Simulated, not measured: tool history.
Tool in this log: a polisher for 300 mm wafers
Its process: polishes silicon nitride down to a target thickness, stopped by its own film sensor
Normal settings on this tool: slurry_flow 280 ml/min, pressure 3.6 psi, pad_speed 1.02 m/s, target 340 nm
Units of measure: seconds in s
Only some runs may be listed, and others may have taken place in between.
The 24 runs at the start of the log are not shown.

run,day,slurry_flow,pressure,pad_speed,target,"incoming thickness of the incoming film, nm",seconds
25,14.858,280,3.6,1.02,340,527.9,94.5
26,15.279,195,3.9,1.02,305,524.9,108.3
27,15.675,200,2.6,1.24,294,540.9,146.7
28,16.017,375,3.2,1.14,294,536.4,127.1
29,16.733,180,3.6,0.8,371,527.3,91.5
30,17.058,250,2.5,1.02,361,529.6,109.7
31,17.571,325,3.6,1.14,384,532.7,73.4
32,17.975,280,3.6,1.02,340,526,95.7
# day 18.325: worn pad replaced by a new one
33,18.379,325,3.6,1.14,384,538.2,75.9
34,18.717,280,2.7,1.12,340,531.7,109.6

Forecast each of these 3 alternatives for the next run:
A,18.738,280,3.6,1.02,340,538.5,?
B,18.738,340,3.6,1.02,340,538.5,?
C,18.738,360,3,0.92,317,538.5,?

run,seconds
A,103.7
B,102.2
C,131.8
What these runs would have given with no unlogged condition in the tool:
run,seconds
A,101.1
B,99.9
C,128.9
